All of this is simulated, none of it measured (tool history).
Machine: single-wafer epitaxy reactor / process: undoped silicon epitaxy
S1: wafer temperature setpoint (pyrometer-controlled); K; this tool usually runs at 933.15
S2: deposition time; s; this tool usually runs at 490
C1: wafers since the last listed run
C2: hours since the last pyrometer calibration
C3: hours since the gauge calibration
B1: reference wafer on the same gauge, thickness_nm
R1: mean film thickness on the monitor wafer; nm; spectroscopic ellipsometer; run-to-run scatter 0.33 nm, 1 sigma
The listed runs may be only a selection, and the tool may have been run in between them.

Run 1, hour 0: usual settings; C1 0; C2 2534.6; C3 511.2; B1 104.15. Result: R1 111.142 nm.
Run 2, hour 15.6: usual settings; C1 66; C2 2550.2; C3 526.8; B1 103.946. Result: R1 110.84 nm.
Run 3, hour 31.2: usual settings; C1 66; C2 2565.8; C3 542.4; B1 103.882. Result: R1 110.93 nm.
Run 4, hour 57.6: usual settings; C1 112; C2 2592.2; C3 568.8; B1 104.024. Result: R1 110.952 nm.
Run 5, hour 84.1: usual settings; C1 112; C2 2618.7; C3 595.3; B1 104.136. Result: R1 110.588 nm.
Run 6, hour 111.6: usual settings; C1 117; C2 2646.2; C3 622.8; B1 103.992. Result: R1 110.934 nm.
Run 7, hour 131.8: usual settings; C1 85; C2 2666.4; C3 643; B1 103.999. Result: R1 110.734 nm.
Run 8, hour 150: usual settings but S2 559 s; C1 77; C2 2684.6; C3 661.2; B1 103.971. Result: R1 127.446 nm.
At hour 178.2: gauge calibrated.
Run 9, hour 185.3: usual settings but S2 559 s; C1 150; C2 2719.9; C3 7.1; B1 104.062. Result: R1 127.293 nm.
Run 10, hour 218.6: usual settings but S1 938.15 K, S2 468 s; C1 141; C2 2753.2; C3 40.4; B1 103.973. Result: R1 120.364 nm.
Run 11, hour 243.2: usual settings but S1 938.15 K, S2 468 s; C1 104; C2 2777.8; C3 65; B1 103.954. Result: R1 119.787 nm.
Run 12, hour 261: usual settings but S1 938.15 K, S2 468 s; C1 75; C2 2795.6; C3 82.8; B1 104.043. Result: R1 119.475 nm.
Run 13, hour 279.6: usual settings but S1 940.15 K, S2 427 s; C1 79; C2 2814.2; C3 101.4; B1 103.932. Result: R1 115.476 nm.
Run 14, hour 298.3: usual settings but S1 940.15 K, S2 427 s; C1 79; C2 2832.9; C3 120.1; B1 104.042. Result: R1 115.369 nm.
Run 15, hour 326.4: usual settings but S1 940.15 K, S2 427 s; C1 119; C2 2861; C3 148.2; B1 103.972. Result: R1 115.277 nm.
Run 16, hour 353: usual settings but S2 451 s; C1 113; C2 2887.6; C3 174.8; B1 103.914. Result: R1 103.115 nm.
At hour 402.5: pyrometer calibrated.
Run 17, hour 403: usual settings but S2 451 s; C1 178; C2 0.5; C3 224.8; B1 103.942. Result: R1 96.239 nm.
Run 18, hour 427.1: usual settings but S2 451 s; C1 102; C2 24.6; C3 248.9; B1 104.116. Result: R1 96.598 nm.
Run 19, hour 446.6: usual settings but S1 937.15 K; C1 82; C2 44.1; C3 268.4; B1 104.037. Result: R1 116.244 nm.
Run 20, hour 472: usual settings; C1 108; C2 69.5; C3 293.8; B1 104.128. Result: R1 104.911 nm.
Run 21, hour 491: usual settings but S2 437 s; C1 80; C2 88.5; C3 312.8; B1 103.978. Result: R1 93.666 nm.
Run 22, hour 503.5: usual settings but S2 437 s; C1 53; C2 101; C3 325.3; B1 103.932. Result: R1 93.683 nm.
Run 23, hour 521.3: usual settings; C1 75; C2 118.8; C3 343.1; B1 104.006. Result: R1 105.54 nm.
Run 24, hour 547.5: usual settings but S1 946.15 K; C1 111; C2 145; C3 369.3; B1 104.176. Result: R1 142.93 nm.
Run 25, hour 582.5: usual settings; C1 148; C2 180; C3 404.3; B1 103.953. Result: R1 105.026 nm.
Run 26, hour 614.4: usual settings but S1 942.15 K, S2 529 s; C1 135; C2 211.9; C3 436.2; B1 104.058. Result: R1 140.977 nm.
Run 27, hour 626.7: usual settings; C1 52; C2 224.2; C3 448.5; B1 104.099. Result: R1 104.235 nm.
Run 28, hour 650.1: usual settings but S1 938.15 K, S2 395 s; C1 99; C2 247.6; C3 471.9; B1 103.989. Result: R1 95.464 nm.
Run 29, hour 679.2: usual settings but S1 929.15 K; C1 123; C2 276.7; C3 501; B1 103.921. Result: R1 94.626 nm.

Forecast run 30:
Run 30, hour 714.9: usual settings but S1 924.15 K; C1 151; C2 312.4; C3 536.7; B1 ?. Result: R1 ?.

{"run 30": {"B1": 104.088, "R1": 84.295}}
Without the tool's hidden state the same run would have given R1 84.321 nm.
